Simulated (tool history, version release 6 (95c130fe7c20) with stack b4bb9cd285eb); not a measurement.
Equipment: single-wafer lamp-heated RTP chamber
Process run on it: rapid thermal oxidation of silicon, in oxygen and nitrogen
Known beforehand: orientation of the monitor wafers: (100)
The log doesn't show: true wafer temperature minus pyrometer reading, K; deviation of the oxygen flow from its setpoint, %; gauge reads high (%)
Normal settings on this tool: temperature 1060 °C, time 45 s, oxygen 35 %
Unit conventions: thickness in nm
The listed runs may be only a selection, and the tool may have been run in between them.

| run | hour | temperature | time | oxygen | wafers since the last listed run | wafers since the last pyrometer calibration | hours since the oxygen flow controller was replaced | hours since the gauge calibration | read-back reference wafer on the same gauge, thickness | thickness |
|---|---|---|---|---|---|---|---|---|---|---|
| 1 | 0 | 1060 | 45 | 19 | 0 | 3187 | 5811.6 | 321 | 4.667 | 4.413 |
| 2 | 20.3 | 1060 | 45 | 19 | 143 | 3331 | 5831.9 | 341.3 | 4.665 | 4.368 |
| 3 | 71.8 | 1060 | 45 | 35 | 364 | 3696 | 5883.4 | 392.8 | 4.669 | 5.405 |
| 4 | 84.6 | 1060 | 45 | 35 | 90 | 3787 | 5896.2 | 405.6 | 4.666 | 5.395 |
| 5 | 105.4 | 1077 | 45 | 35 | 147 | 3934 | 5917 | 426.4 | 4.664 | 6.036 |
| 6 | 140.3 | 1077 | 45 | 35 | 247 | 4182 | 5951.9 | 461.3 | 4.672 | 6.016 |
| 7 | 174.9 | 1077 | 45 | 35 | 245 | 4427 | 5986.5 | 495.9 | 4.666 | 6.006 |
| 8 | 200.5 | 1060 | 45 | 17 | 181 | 4608 | 6012.1 | 521.5 | 4.666 | 4.21 |
| 9 | 219.1 | 1060 | 45 | 17 | 131 | 4740 | 6030.7 | 540.1 | 4.666 | 4.242 |
| 10 | 240.9 | 1060 | 61 | 17 | 154 | 4895 | 6052.5 | 561.9 | 4.672 | 4.84 |
| 11 | 257.5 | 1060 | 45 | 46 | 117 | 5012 | 6069.1 | 578.5 | 4.67 | 5.93 |
| 12 | 271.5 | 1060 | 45 | 46 | 99 | 5112 | 6083.1 | 592.5 | 4.667 | 5.957 |
|  | 291.4 | oxygen flow controller replaced |
| 13 | 306.3 | 1060 | 45 | 46 | 189 | 5301 | 14.9 | 627.3 | 4.667 | 5.925 |
| 14 | 319.3 | 1060 | 56 | 35 | 92 | 5394 | 27.9 | 640.3 | 4.67 | 5.939 |
| 15 | 346.7 | 1086 | 45 | 35 | 194 | 5588 | 55.3 | 667.7 | 4.669 | 6.321 |
| 16 | 377.1 | 1051 | 33 | 27 | 215 | 5803 | 85.7 | 698.1 | 4.669 | 4.112 |
| 17 | 389.8 | 1088 | 65 | 44 | 90 | 5893 | 98.4 | 710.8 | 4.667 | 8.215 |
| 18 | 416.5 | 1060 | 33 | 35 | 189 | 6082 | 125.1 | 737.5 | 4.668 | 4.752 |
|  | 439.7 | gauge calibrated |
| 19 | 444.6 | 1085 | 61 | 35 | 199 | 6282 | 153.2 | 4.9 | 4.674 | 7.242 |
| 20 | 475.3 | 1060 | 64 | 27 | 217 | 6499 | 183.9 | 35.6 | 4.67 | 5.737 |
| 21 | 490.3 | 1060 | 45 | 35 | 106 | 6605 | 198.9 | 50.6 | 4.673 | 5.41 |
| 22 | 526.3 | 1076 | 45 | 17 | 255 | 6861 | 234.9 | 86.6 | 4.666 | 4.675 |
| 23 | 557.4 | 1060 | 45 | 65 | 220 | 7081 | 266 | 117.7 | 4.672 | 6.714 |
|  | 580.6 | pyrometer window cleaned and pyrometer calibrated |
| 24 | 589 | 1060 | 45 | 35 | 167 | 59 | 297.6 | 149.3 | 4.672 | 5.403 |
| 25 | 608.9 | 1060 | 45 | 35 | 141 | 200 | 317.5 | 169.2 | 4.664 | 5.393 |
| 26 | 701.3 | 1060 | 45 | 35 | 654 | 855 | 409.9 | 261.6 | 4.67 | 5.41 |
| 27 | 730.4 | 1078 | 25 | 18 | 206 | 1061 | 439 | 290.7 | 4.674 | 3.827 |
| 28 | 742.7 | 1050 | 45 | 17 | 87 | 1148 | 451.3 | 303 | 4.661 | 3.963 |
| 29 | 761.1 | 1060 | 45 | 35 | 130 | 1278 | 469.7 | 321.4 | 4.67 | 5.42 |

Forecast each of these 5 alternatives for the next run:
| A | 761.6 | 1060 | 45 | 35 | 3 | 1282 | 470.2 | 321.9 | ? | ? |
| B | 761.6 | 1049 | 61 | 47 | 3 | 1282 | 470.2 | 321.9 | ? | ? |
| C | 761.6 | 1038 | 55 | 48 | 3 | 1282 | 470.2 | 321.9 | ? | ? |
| D | 761.6 | 1042 | 34 | 23 | 3 | 1282 | 470.2 | 321.9 | ? | ? |
| E | 761.6 | 1051 | 45 | 50 | 3 | 1282 | 470.2 | 321.9 | ? | ? |

| run | read-back reference wafer on the same gauge, thickness | thickness |
|---|---|---|
| A | 4.675 | 5.374 |
| B | 4.675 | 6.313 |
| C | 4.675 | 5.639 |
| D | 4.675 | 3.731 |
| E | 4.675 | 5.727 |
Stripped of hidden state, with their random variation kept, the same runs would have yielded:
| run | thickness |
|---|---|
| A | 5.374 |
| B | 6.313 |
| C | 5.639 |
| D | 3.731 |
| E | 5.727 |
